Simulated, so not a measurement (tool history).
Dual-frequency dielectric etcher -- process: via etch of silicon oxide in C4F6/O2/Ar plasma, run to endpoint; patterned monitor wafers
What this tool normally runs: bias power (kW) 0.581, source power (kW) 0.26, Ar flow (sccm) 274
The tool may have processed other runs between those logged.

run,hour,bias power (kW),source power (kW),Ar flow (sccm),wafers since the last listed run,hours since the last wet clean,hours since the last bias power generator calibration,hours since the last source power generator calibration,hours since the last Ar flow controller change,hours since the last upper electrode change,"incoming incoming film thickness, nm",endpoint time (s)
1,0,0.581,0.26,274,0,334.7,4814,1678.2,5009.6,5694.4,73.4,16.9
2,12.1,0.581,0.26,274,123,346.8,4826.1,1690.3,5021.7,5706.5,73.8,17
3,23.1,0.581,0.26,274,112,357.8,4837.1,1701.3,5032.7,5717.5,73.7,16.8
4,37.3,0.581,0.26,274,144,372,4851.3,1715.5,5046.9,5731.7,73.4,16.8
# hour 48.4: Ar flow controller replaced
# hour 74.9: wet clean of the chamber
# hour 85.2: upper electrode replaced
5,85.7,0.545,0.26,274,82,10.8,4899.7,1763.9,37.3,0.5,73.2,17.8
6,86.1,0.545,0.26,274,4,11.2,4900.1,1764.3,37.7,0.9,73.4,17.7
7,86.4,0.655,0.23,274,3,11.5,4900.4,1764.6,38,1.2,74,18
8,86.7,0.455,0.26,294,3,11.8,4900.7,1764.9,38.3,1.5,74,18.8
9,93.6,0.581,0.26,274,70,18.7,4907.6,1771.8,45.2,8.4,73.6,17.7
# hour 106.2: bias power generator calibrated
10,107.2,0.469,0.28,228,97,32.3,1,1785.4,58.8,22,74.5,17.5
# hour 113.1: source power generator calibrated
11,122.1,0.581,0.26,274,111,47.2,15.9,9,73.7,36.9,74.1,17.5
12,130.5,0.581,0.26,274,85,55.6,24.3,17.4,82.1,45.3,74.3,17.6
13,137.1,0.581,0.31,252,67,62.2,30.9,24,88.7,51.9,74.2,16.4
14,145.2,0.7,0.23,214,82,70.3,39,32.1,96.8,60,73.6,16.6
15,157.3,0.541,0.2,309,123,82.4,51.1,44.2,108.9,72.1,73.4,19.5

Below are 5 alternative next runs, each starting from the tool's condition after run 15. Predict each:
A,157.7,0.709,0.26,274,4,82.8,51.5,44.6,109.3,72.5,74.1,?
B,157.7,0.581,0.26,236,4,82.8,51.5,44.6,109.3,72.5,74.1,?
C,157.7,0.685,0.26,236,4,82.8,51.5,44.6,109.3,72.5,74.1,?
D,157.7,0.659,0.22,230,4,82.8,51.5,44.6,109.3,72.5,74.1,?
E,157.7,0.581,0.26,208,4,82.8,51.5,44.6,109.3,72.5,74.1,?

run,endpoint time (s)
A,16.7
B,17.1
C,16.4
D,17.4
E,16.7
What these runs would have given with no unlogged condition in the tool:
run,endpoint time (s)
A,17
B,17.4
C,16.7
D,17.7
E,17
